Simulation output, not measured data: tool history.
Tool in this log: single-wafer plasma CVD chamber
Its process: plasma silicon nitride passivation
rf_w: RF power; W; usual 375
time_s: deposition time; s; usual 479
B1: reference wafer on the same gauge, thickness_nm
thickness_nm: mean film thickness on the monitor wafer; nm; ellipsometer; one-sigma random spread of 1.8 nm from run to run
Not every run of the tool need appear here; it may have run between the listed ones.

{"run": 1, "day": 0.0, "rf_w": 375, "time_s": 479, "B1": 715.556, "thickness_nm": 613.332}
{"run": 2, "day": 0.529, "rf_w": 375, "time_s": 479, "B1": 714.271, "thickness_nm": 612.985}
{"run": 3, "day": 1.154, "rf_w": 375, "time_s": 479, "B1": 715.171, "thickness_nm": 610.786}
{"run": 4, "day": 2.108, "rf_w": 375, "time_s": 479, "B1": 714.394, "thickness_nm": 615.592}
{"run": 5, "day": 2.925, "rf_w": 375, "time_s": 533, "B1": 714.868, "thickness_nm": 682.844}
{"run": 6, "day": 4.25, "rf_w": 375, "time_s": 551, "B1": 714.491, "thickness_nm": 705.06}
{"run": 7, "day": 5.375, "rf_w": 375, "time_s": 479, "B1": 714.755, "thickness_nm": 615.348}
{"run": 8, "day": 6.838, "rf_w": 375, "time_s": 479, "B1": 715.207, "thickness_nm": 614.876}
{"run": 9, "day": 7.412, "rf_w": 375, "time_s": 479, "B1": 714.759, "thickness_nm": 613.521}
{"run": 10, "day": 8.617, "rf_w": 375, "time_s": 479, "B1": 714.461, "thickness_nm": 610.025}
{"run": 11, "day": 9.767, "rf_w": 360, "time_s": 479, "B1": 714.499, "thickness_nm": 608.415}
{"run": 12, "day": 10.292, "rf_w": 360, "time_s": 479, "B1": 714.29, "thickness_nm": 607.986}
{"run": 13, "day": 11.533, "rf_w": 360, "time_s": 479, "B1": 714.624, "thickness_nm": 607.513}
{"run": 14, "day": 12.292, "rf_w": 375, "time_s": 523, "B1": 715.151, "thickness_nm": 667.85}
{"run": 15, "day": 13.096, "rf_w": 375, "time_s": 523, "B1": 715.638, "thickness_nm": 668.433}
{"day": 14.029, "done": "RF generator calibrated"}
{"run": 16, "day": 14.05, "rf_w": 375, "time_s": 479, "B1": 714.498, "thickness_nm": 627.049}
{"run": 17, "day": 15.254, "rf_w": 375, "time_s": 479, "B1": 714.685, "thickness_nm": 628.443}
{"run": 18, "day": 16.208, "rf_w": 320, "time_s": 479, "B1": 714.49, "thickness_nm": 598.734}
{"run": 19, "day": 17.608, "rf_w": 320, "time_s": 479, "B1": 715.448, "thickness_nm": 602.636}
{"run": 20, "day": 18.238, "rf_w": 375, "time_s": 479, "B1": 714.709, "thickness_nm": 626.078}
{"run": 21, "day": 19.579, "rf_w": 375, "time_s": 479, "B1": 715.08, "thickness_nm": 622.545}
{"run": 22, "day": 20.604, "rf_w": 320, "time_s": 570, "B1": 715.008, "thickness_nm": 713.371}
{"run": 23, "day": 21.767, "rf_w": 325, "time_s": 442, "B1": 715.297, "thickness_nm": 553.025}
{"run": 24, "day": 22.442, "rf_w": 405, "time_s": 479, "B1": 715.012, "thickness_nm": 633.158}
{"run": 25, "day": 23.467, "rf_w": 425, "time_s": 444, "B1": 715.534, "thickness_nm": 594.426}
{"run": 26, "day": 24.725, "rf_w": 405, "time_s": 545, "B1": 715.441, "thickness_nm": 717.988}
{"run": 27, "day": 26.112, "rf_w": 345, "time_s": 559, "B1": 715.082, "thickness_nm": 707.715}
{"run": 28, "day": 26.925, "rf_w": 335, "time_s": 539, "B1": 715.013, "thickness_nm": 677.436}
{"day": 27.588, "done": "showerhead replaced"}
{"run": 29, "day": 27.921, "rf_w": 375, "time_s": 479, "B1": 715.596, "thickness_nm": 621.325}
{"run": 30, "day": 29.375, "rf_w": 375, "time_s": 479, "B1": 714.695, "thickness_nm": 622.09}
{"run": 31, "day": 30.488, "rf_w": 320, "time_s": 528, "B1": 714.399, "thickness_nm": 656.088}
{"run": 32, "day": 31.867, "rf_w": 420, "time_s": 401, "B1": 715.248, "thickness_nm": 533.707}
{"run": 33, "day": 33.179, "rf_w": 375, "time_s": 479, "B1": 714.99, "thickness_nm": 619.772}
{"run": 34, "day": 34.271, "rf_w": 355, "time_s": 552, "B1": 715.027, "thickness_nm": 702.338}
{"day": 34.638, "done": "gauge calibrated"}
{"run": 35, "day": 35.692, "rf_w": 375, "time_s": 479, "B1": 715.352, "thickness_nm": 614.275}
{"run": 36, "day": 37.158, "rf_w": 355, "time_s": 442, "B1": 715.933, "thickness_nm": 562.217}
{"run": 37, "day": 38.138, "rf_w": 375, "time_s": 479, "B1": 715.196, "thickness_nm": 614.259}
{"run": 38, "day": 39.1, "rf_w": 325, "time_s": 534, "B1": 714.849, "thickness_nm": 663.649}
{"run": 39, "day": 39.658, "rf_w": 375, "time_s": 526, "B1": 714.015, "thickness_nm": 676.17}
{"run": 40, "day": 40.188, "rf_w": 375, "time_s": 479, "B1": 715.076, "thickness_nm": 617.557}
{"run": 41, "day": 41.008, "rf_w": 360, "time_s": 479, "B1": 714.843, "thickness_nm": 606.708}
{"run": 42, "day": 41.946, "rf_w": 440, "time_s": 527, "B1": 715.856, "thickness_nm": 708.022}
{"run": 43, "day": 43.246, "rf_w": 440, "time_s": 438, "B1": 714.888, "thickness_nm": 586.839}
{"run": 44, "day": 44.362, "rf_w": 375, "time_s": 479, "B1": 715.595, "thickness_nm": 616.492}
{"run": 45, "day": 44.983, "rf_w": 375, "time_s": 479, "B1": 714.554, "thickness_nm": 617.929}

Measured less the same run without the tool's hidden state. The same run-to-run variation is in both; the gauge's scatter may not be:
What the log doesn't record here: delivered RF power above the setpoint (%); gauge reads high (%).
run=1 thickness_nm=-12.567
run=2 thickness_nm=-12.601
run=3 thickness_nm=-12.604
run=4 thickness_nm=-12.774
run=5 thickness_nm=-14.234
run=6 thickness_nm=-14.802
run=7 thickness_nm=-12.991
run=8 thickness_nm=-13.072
run=9 thickness_nm=-13.076
run=10 thickness_nm=-13.069
run=11 thickness_nm=-13.096
run=12 thickness_nm=-13.115
run=13 thickness_nm=-13.165
run=14 thickness_nm=-14.513
run=15 thickness_nm=-14.566
run=16 thickness_nm=-0.586
run=17 thickness_nm=-1.237
run=18 thickness_nm=-1.649
run=19 thickness_nm=-2.324
run=20 thickness_nm=-2.712
run=21 thickness_nm=-3.303
run=22 thickness_nm=-4.291
run=23 thickness_nm=-3.753
run=24 thickness_nm=-4.57
run=25 thickness_nm=-4.667
run=26 thickness_nm=-6.171
run=27 thickness_nm=-6.632
run=28 thickness_nm=-6.643
run=29 thickness_nm=-6.412
run=30 thickness_nm=-6.864
run=31 thickness_nm=-7.579
run=32 thickness_nm=-6.492
run=33 thickness_nm=-7.88
run=34 thickness_nm=-9.235
run=35 thickness_nm=-8.408
run=36 thickness_nm=-7.989
run=37 thickness_nm=-8.932
run=38 thickness_nm=-9.859
run=39 thickness_nm=-10.165
run=40 thickness_nm=-9.384
run=41 thickness_nm=-9.369
run=42 thickness_nm=-11.126
run=43 thickness_nm=-9.432
run=44 thickness_nm=-10.09
run=45 thickness_nm=-10.21

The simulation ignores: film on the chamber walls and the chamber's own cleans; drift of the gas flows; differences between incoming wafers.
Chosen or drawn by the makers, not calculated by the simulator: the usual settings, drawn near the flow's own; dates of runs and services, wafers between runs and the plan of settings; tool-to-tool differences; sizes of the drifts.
